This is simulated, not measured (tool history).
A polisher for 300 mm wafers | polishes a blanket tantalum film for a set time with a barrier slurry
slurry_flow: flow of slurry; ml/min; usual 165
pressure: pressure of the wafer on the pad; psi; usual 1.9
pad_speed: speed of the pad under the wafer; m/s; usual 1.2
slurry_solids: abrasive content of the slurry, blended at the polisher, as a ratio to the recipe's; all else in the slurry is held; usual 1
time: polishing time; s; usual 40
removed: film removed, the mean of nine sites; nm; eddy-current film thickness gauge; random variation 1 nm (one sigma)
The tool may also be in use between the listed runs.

run	day	slurry_flow	pressure	pad_speed	slurry_solids	time	incoming thickness of the incoming film, nm	removed
1	0	165	1.9	1.2	0.9	40	207.4	76.8
2	1.442	165	2.3	1.2	1	40	208.8	95.5
3	2.496	165	2.3	1.2	1	40	209.9	93.1
# day 2.562: slurry nozzle cleaned
4	3.712	115	1.9	1.2	1	44	210.8	87.5
# day 5.004: worn pad replaced by a new one
# day 5.996: slurry blender recalibrated
5	6.221	115	1.9	1.2	1	44	211.7	87.2
6	7.25	115	1.9	1.2	1	44	208.5	88.7
7	9.988	165	1.9	1.2	1	40	210.3	83.1
8	11.483	165	1.9	1.2	1	40	212.4	80.8
# day 13.429: worn pad replaced by a new one
9	14.058	165	1.9	1.2	1	40	211.3	75.7
# day 14.925: slurry nozzle cleaned
10	15.167	165	2.3	1.2	0.75	40	209.3	96.3
11	17.117	165	1.9	1.2	1	40	211.9	85.7
12	18.575	210	1.5	0.78	1	45	207.2	50.7
# day 18.842: slurry blender recalibrated
13	19.75	165	1.9	1.2	1.25	40	208.7	88.5

The next listed run, before its measurement:
# day 20.817: worn pad replaced by a new one
14	22.683	115	1.9	1.56	0.9	40	206.7	?

removed: 93.4 nm
Without the tool's hidden state the same run would have given removed 101.7 nm.

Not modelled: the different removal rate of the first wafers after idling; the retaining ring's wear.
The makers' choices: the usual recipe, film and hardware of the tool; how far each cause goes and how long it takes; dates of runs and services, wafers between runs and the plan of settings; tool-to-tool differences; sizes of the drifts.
